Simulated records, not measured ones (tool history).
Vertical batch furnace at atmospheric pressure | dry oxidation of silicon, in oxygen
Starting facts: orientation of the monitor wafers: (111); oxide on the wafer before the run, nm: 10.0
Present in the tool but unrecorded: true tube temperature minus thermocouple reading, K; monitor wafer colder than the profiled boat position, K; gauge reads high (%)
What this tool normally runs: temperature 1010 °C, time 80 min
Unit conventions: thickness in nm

run,hour,temperature,time,wafers since the last listed run,hours since the last temperature calibration,hours since the boat lift was adjusted,hours since the gauge calibration,"read-back reference wafer on the same gauge, thickness",thickness
1,0,1010,80,0,2335.2,4016.7,864.2,99.61,86.33
2,101.1,1010,80,1173,2436.3,4117.8,965.3,99.61,86.57
3,208.5,1010,80,1246,2543.7,4225.2,1072.7,99.63,86.97
4,438.1,1010,80,2663,2773.3,4454.8,1302.3,99.62,87.09
5,514.9,1010,80,891,2850.1,4531.6,1379.1,99.74,86.54
6,613.6,1010,80,1145,2948.8,4630.3,1477.8,99.66,87.06
# hour 714.1: thermocouples replaced and temperature profile calibrated
7,721.4,1010,80,972,7.3,4738.1,1585.6,99.66,84.16
8,813.4,1010,80,1067,99.3,4830.1,1677.6,99.82,84.25
# hour 887: boat lift adjusted
9,887.5,1026,99,581,173.4,0.5,1751.7,99.88,106.43
10,912.9,1029,114,294,198.8,25.9,1777.1,99.67,117.9
# hour 984.9: gauge calibrated
11,1010.2,1028,53,1128,296.1,123.2,25.3,99.75,73.2

Expected results for the next run?
12,1124.1,1010,106,1321,410,237.1,139.2,?,?

{"run 12": {"read-back reference wafer on the same gauge, thickness": 99.64, "thickness": 100.54}}
Were there no unlogged condition in the tool, this run, its random variation unchanged, would have produced thickness 100.02 nm.
